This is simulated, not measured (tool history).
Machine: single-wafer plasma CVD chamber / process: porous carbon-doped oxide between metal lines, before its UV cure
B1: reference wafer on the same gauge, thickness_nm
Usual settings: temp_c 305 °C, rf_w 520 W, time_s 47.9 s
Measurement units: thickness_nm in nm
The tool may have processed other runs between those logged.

{"run": 1, "day": 0.0, "temp_c": 314, "rf_w": 555, "time_s": 47.9, "B1": 266.124, "thickness_nm": 244.391}
{"run": 2, "day": 1.767, "temp_c": 314, "rf_w": 555, "time_s": 47.9, "B1": 265.914, "thickness_nm": 245.005}
{"run": 3, "day": 3.117, "temp_c": 305, "rf_w": 520, "time_s": 51.7, "B1": 266.262, "thickness_nm": 260.966}
{"run": 4, "day": 4.171, "temp_c": 315, "rf_w": 580, "time_s": 47.9, "B1": 266.197, "thickness_nm": 251.627}
{"run": 5, "day": 5.008, "temp_c": 315, "rf_w": 580, "time_s": 47.9, "B1": 265.957, "thickness_nm": 251.637}
{"run": 6, "day": 6.375, "temp_c": 305, "rf_w": 520, "time_s": 47.9, "B1": 266.073, "thickness_nm": 240.406}
{"run": 7, "day": 7.375, "temp_c": 305, "rf_w": 520, "time_s": 47.9, "B1": 266.019, "thickness_nm": 240.274}
{"run": 8, "day": 8.804, "temp_c": 305, "rf_w": 520, "time_s": 47.9, "B1": 266.282, "thickness_nm": 241.047}
{"run": 9, "day": 10.104, "temp_c": 305, "rf_w": 520, "time_s": 47.9, "B1": 266.05, "thickness_nm": 241.3}
{"run": 10, "day": 11.517, "temp_c": 305, "rf_w": 520, "time_s": 47.9, "B1": 265.912, "thickness_nm": 240.892}
{"day": 11.804, "done": "gauge calibrated"}
{"run": 11, "day": 12.258, "temp_c": 305, "rf_w": 520, "time_s": 47.9, "B1": 266.009, "thickness_nm": 240.599}
{"run": 12, "day": 12.967, "temp_c": 305, "rf_w": 520, "time_s": 47.9, "B1": 265.961, "thickness_nm": 241.553}
{"day": 13.758, "done": "RF generator calibrated"}
{"run": 13, "day": 13.833, "temp_c": 305, "rf_w": 520, "time_s": 52.2, "B1": 265.725, "thickness_nm": 262.292}
{"run": 14, "day": 15.0, "temp_c": 305, "rf_w": 565, "time_s": 43.8, "B1": 265.887, "thickness_nm": 235.876}
{"day": 15.512, "done": "showerhead replaced"}
{"run": 15, "day": 15.533, "temp_c": 292, "rf_w": 520, "time_s": 47.9, "B1": 266.279, "thickness_nm": 256.951}
{"run": 16, "day": 16.921, "temp_c": 305, "rf_w": 520, "time_s": 47.9, "B1": 265.925, "thickness_nm": 240.99}
{"day": 18.262, "done": "thermocouple changed; heater temperature recalibrated"}
{"run": 17, "day": 18.283, "temp_c": 305, "rf_w": 580, "time_s": 47.9, "B1": 265.998, "thickness_nm": 269.986}
{"run": 18, "day": 19.2, "temp_c": 305, "rf_w": 520, "time_s": 47.9, "B1": 265.93, "thickness_nm": 247.384}
{"run": 19, "day": 19.829, "temp_c": 314, "rf_w": 560, "time_s": 47.9, "B1": 266.0, "thickness_nm": 250.208}
{"run": 20, "day": 20.567, "temp_c": 311, "rf_w": 440, "time_s": 57.0, "B1": 265.984, "thickness_nm": 243.76}
{"run": 21, "day": 21.45, "temp_c": 315, "rf_w": 520, "time_s": 52.4, "B1": 265.771, "thickness_nm": 256.881}
{"run": 22, "day": 22.625, "temp_c": 312, "rf_w": 450, "time_s": 56.8, "B1": 266.057, "thickness_nm": 246.618}
{"run": 23, "day": 24.554, "temp_c": 298, "rf_w": 565, "time_s": 45.3, "B1": 265.948, "thickness_nm": 259.356}
{"run": 24, "day": 25.767, "temp_c": 298, "rf_w": 490, "time_s": 42.3, "B1": 265.806, "thickness_nm": 214.367}

4 options for the next run, each taken on its own from the tool as it stands now. Forecast them:
{"run": "A", "day": 25.783, "temp_c": 305, "rf_w": 520, "time_s": 44.0, "B1": "?", "thickness_nm": "?"}
{"run": "B", "day": 25.783, "temp_c": 317, "rf_w": 520, "time_s": 44.6, "B1": "?", "thickness_nm": "?"}
{"run": "C", "day": 25.783, "temp_c": 317, "rf_w": 615, "time_s": 55.6, "B1": "?", "thickness_nm": "?"}
{"run": "D", "day": 25.783, "temp_c": 310, "rf_w": 520, "time_s": 42.5, "B1": "?", "thickness_nm": "?"}

run=A B1=266.167 thickness_nm=226.368
run=B B1=266.167 thickness_nm=216.960
run=C B1=266.167 thickness_nm=308.603
run=D B1=266.167 thickness_nm=213.712
What these runs would have given with no unlogged condition in the tool:
run=A thickness_nm=229.519
run=B thickness_nm=219.794
run=C thickness_nm=312.634
run=D thickness_nm=216.582
